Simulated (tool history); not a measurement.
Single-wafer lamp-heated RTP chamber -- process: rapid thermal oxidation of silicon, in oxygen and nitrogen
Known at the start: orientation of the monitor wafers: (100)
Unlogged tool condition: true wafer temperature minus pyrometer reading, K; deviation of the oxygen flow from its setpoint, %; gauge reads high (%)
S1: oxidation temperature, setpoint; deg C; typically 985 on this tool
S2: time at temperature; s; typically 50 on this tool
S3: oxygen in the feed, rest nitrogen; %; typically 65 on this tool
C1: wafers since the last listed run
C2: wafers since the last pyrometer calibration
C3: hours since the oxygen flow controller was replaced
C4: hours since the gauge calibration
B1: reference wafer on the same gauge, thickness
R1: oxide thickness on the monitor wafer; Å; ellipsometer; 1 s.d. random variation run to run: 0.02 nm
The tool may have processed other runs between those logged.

| run | hour | S1 | S2 | S3 | C1 | C2 | C3 | C4 | B1 | R1 |
|---|---|---|---|---|---|---|---|---|---|---|
| 1 | 0 | 985 | 50 | 65 | 0 | 17 | 3744.4 | 814.5 | 4.596 | 43.38 |
| 2 | 82.7 | 985 | 50 | 65 | 497 | 515 | 3827.1 | 897.2 | 4.602 | 43.35 |
| 3 | 166.4 | 985 | 50 | 65 | 503 | 1019 | 3910.8 | 980.9 | 4.598 | 43.2 |
| 4 | 282.8 | 1003 | 58 | 65 | 700 | 1720 | 4027.2 | 1097.3 | 4.604 | 52.83 |
| 5 | 508.4 | 1003 | 58 | 65 | 1358 | 3078 | 4252.8 | 1322.9 | 4.604 | 53.05 |
| 6 | 580.2 | 985 | 50 | 65 | 432 | 3510 | 4324.6 | 1394.7 | 4.6 | 44.27 |
| 7 | 642.6 | 985 | 50 | 65 | 375 | 3886 | 4387 | 1457.1 | 4.599 | 44.25 |
| 8 | 722.5 | 985 | 50 | 65 | 481 | 4367 | 4466.9 | 1537 | 4.599 | 44.17 |
|  | 802 | oxygen flow controller replaced |
| 9 | 819 | 985 | 50 | 65 | 532 | 4900 | 17 | 1633.5 | 4.604 | 44.2 |
| 10 | 921.1 | 985 | 50 | 65 | 614 | 5515 | 119.1 | 1735.6 | 4.598 | 44.28 |
| 11 | 976.7 | 985 | 50 | 65 | 334 | 5849 | 174.7 | 1791.2 | 4.601 | 44.67 |
| 12 | 1042.4 | 985 | 50 | 65 | 395 | 6245 | 240.4 | 1856.9 | 4.6 | 44.55 |
| 13 | 1131.5 | 970 | 50 | 65 | 536 | 6781 | 329.5 | 1946 | 4.597 | 40.42 |
| 14 | 1232.1 | 985 | 50 | 65 | 605 | 7387 | 430.1 | 2046.6 | 4.603 | 44.74 |
| 15 | 1303.7 | 985 | 50 | 65 | 431 | 7818 | 501.7 | 2118.2 | 4.599 | 44.79 |
| 16 | 1342.9 | 959 | 50 | 65 | 236 | 8054 | 540.9 | 2157.4 | 4.599 | 37.37 |
| 17 | 1427.9 | 1002 | 58 | 80 | 511 | 8566 | 625.9 | 2242.4 | 4.6 | 57.77 |
|  | 1481.4 | pyrometer window cleaned and pyrometer calibrated |
| 18 | 1529.6 | 985 | 50 | 65 | 564 | 289 | 727.6 | 2344.1 | 4.599 | 43.67 |
|  | 1560.4 | gauge calibrated |
| 19 | 1625.7 | 985 | 50 | 65 | 578 | 868 | 823.7 | 65.3 | 4.599 | 43.67 |
| 20 | 1685.2 | 985 | 50 | 65 | 358 | 1226 | 883.2 | 124.8 | 4.597 | 43.59 |
| 21 | 1755.7 | 1001 | 70 | 65 | 424 | 1651 | 953.7 | 195.3 | 4.603 | 56.6 |
| 22 | 1822.1 | 985 | 50 | 65 | 399 | 2051 | 1020.1 | 261.7 | 4.597 | 43.7 |
| 23 | 1903.7 | 1006 | 50 | 65 | 491 | 2542 | 1101.7 | 343.3 | 4.6 | 51.08 |
| 24 | 1979.2 | 985 | 36 | 65 | 454 | 2996 | 1177.2 | 418.8 | 4.603 | 38.64 |
| 25 | 2142.8 | 985 | 50 | 79 | 985 | 3981 | 1340.8 | 582.4 | 4.603 | 47.17 |
| 26 | 2240.3 | 970 | 69 | 65 | 587 | 4568 | 1438.3 | 679.9 | 4.597 | 45.42 |
| 27 | 2334.2 | 985 | 50 | 65 | 565 | 5134 | 1532.2 | 773.8 | 4.602 | 44.42 |
| 28 | 2399.2 | 1002 | 60 | 38 | 391 | 5525 | 1597.2 | 838.8 | 4.598 | 45.2 |
| 29 | 2501.5 | 999 | 42 | 65 | 615 | 6141 | 1699.5 | 941.1 | 4.597 | 45.64 |
| 30 | 2553 | 985 | 50 | 65 | 310 | 6451 | 1751 | 992.6 | 4.594 | 44.56 |

Branching from run 30: 5 alternative next runs. What would each branch give?
| A | 2553.4 | 985 | 50 | 65 | 2 | 6454 | 1751.4 | 993 | ? | ? |
| B | 2553.4 | 985 | 57 | 65 | 2 | 6454 | 1751.4 | 993 | ? | ? |
| C | 2553.4 | 994 | 50 | 49 | 2 | 6454 | 1751.4 | 993 | ? | ? |
| D | 2553.4 | 985 | 50 | 56 | 2 | 6454 | 1751.4 | 993 | ? | ? |
| E | 2553.4 | 1015 | 73 | 51 | 2 | 6454 | 1751.4 | 993 | ? | ? |

| run | B1 | R1 |
|---|---|---|
| A | 4.603 | 44.84 |
| B | 4.603 | 47.35 |
| C | 4.603 | 43.56 |
| D | 4.603 | 42.77 |
| E | 4.603 | 59.95 |
Without the tool's hidden state the same runs would have given:
| run | R1 |
|---|---|
| A | 43.61 |
| B | 46.02 |
| C | 42.41 |
| D | 41.63 |
| E | 58.27 |
